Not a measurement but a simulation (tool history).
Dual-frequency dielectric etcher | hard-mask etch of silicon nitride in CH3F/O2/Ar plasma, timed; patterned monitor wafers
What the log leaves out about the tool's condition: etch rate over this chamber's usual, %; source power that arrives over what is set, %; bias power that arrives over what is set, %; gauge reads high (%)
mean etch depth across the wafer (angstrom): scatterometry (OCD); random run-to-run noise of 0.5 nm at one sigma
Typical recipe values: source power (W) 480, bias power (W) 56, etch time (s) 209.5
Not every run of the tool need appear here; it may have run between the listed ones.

run,day,source power (W),bias power (W),etch time (s),wafers since the last listed run,hours since the last wet clean,hours since the last source power generator calibration,hours since the last bias power generator calibration,hours since the last upper electrode change,hours since the gauge calibration,"read-back reference wafer on the same gauge, depth_nm",mean etch depth across the wafer (angstrom)
1,0,540,56,209.5,0,188.5,3831.7,1330.2,1084.7,264.8,150.9,1563
2,1.096,480,56,209.5,191,214.8,3858,1356.5,1111,291.1,151.2,1466
3,3.504,480,56,209.5,421,272.6,3915.8,1414.3,1168.8,348.9,151,1467
4,5.8,480,56,209.5,402,327.7,3970.9,1469.4,1223.9,404,150.9,1462
5,7.367,480,56,209.5,274,365.3,4008.5,1507,1261.5,441.6,150.9,1461
6,8.467,480,56,209.5,192,391.7,4034.9,1533.4,1287.9,468,151,1469
7,10.833,480,56,209.5,414,448.5,4091.7,1590.2,1344.7,524.8,150.9,1473
8,12.471,480,56,209.5,286,487.8,4131,1629.5,1384,564.1,150.9,1473
9,14.171,480,56,209.5,297,528.6,4171.8,1670.3,1424.8,604.9,150.9,1480
10,15.954,480,56,209.5,312,571.4,4214.6,1713.1,1467.6,647.7,151.1,1479
# day 17.529: wet clean of the chamber
11,18.733,480,56,209.5,311,28.9,4281.3,1779.8,1534.3,714.4,151,1455
# day 18.754: gauge calibrated
12,19.954,480,56,209.5,213,58.2,4310.6,1809.1,1563.6,28.8,150.9,1466
13,22.129,480,56,209.5,381,110.4,4362.8,1861.3,1615.8,81,151,1459
14,23.888,480,56,209.5,308,152.6,4405,1903.5,1658,123.2,150.9,1463
# day 25.108: bias power generator calibrated
15,25.129,540,56,209.5,188,182.4,4434.8,0.5,1687.8,153,151,1566
16,27.192,600,65,251.5,361,231.9,4484.3,50,1737.3,202.5,150.9,2043
17,29.125,590,60,209.5,338,278.3,4530.7,96.4,1783.7,248.9,151,1660
# day 33.275: upper electrode replaced
18,35.85,550,51,245,1002,439.7,4692.1,257.8,61.8,410.3,151,1826
19,37.454,550,51,252,281,478.2,4730.6,296.3,100.3,448.8,151.1,1884
# day 38.571: wet clean of the chamber
20,39.071,430,56,161.5,108,12,4769.4,335.1,139.1,487.6,151.1,1048
21,40.279,480,67,209.5,211,41,4798.4,364.1,168.1,516.6,151,1504
# day 41.075: source power generator calibrated
22,42.346,390,50,187.5,332,90.6,30.5,413.7,217.7,566.2,151,1126
23,44.742,450,50,258,419,148.1,88,471.2,275.2,623.7,150.9,1703
24,50.892,580,47,187,1077,295.7,235.6,618.8,422.8,771.3,151,1408
# day 51.808: gauge calibrated
25,52.388,540,60,151.5,262,331.6,271.5,654.7,458.7,13.9,151,1142
26,53.554,480,60,177.5,204,359.6,299.5,682.7,486.7,41.9,151.1,1265

List, for all runs, the conditions of the tool that the log does not record:
source power that arrives over what is set, %: 0 on each run
bias power that arrives over what is set, %: 0 on each run
gauge reads high (%): 0 on each run
H1: etch rate over this chamber's usual, %
run,H1
1,0.513
2,0.595
3,0.777
4,0.949
5,1.07
6,1.15
7,1.33
8,1.45
9,1.58
10,1.71
11,0.27
12,0.362
13,0.526
14,0.658
15,0.752
16,0.907
17,1.05
18,1.56
19,1.68
20,0.228
21,0.319
22,0.475
23,0.655
24,1.12
25,1.23
26,1.32
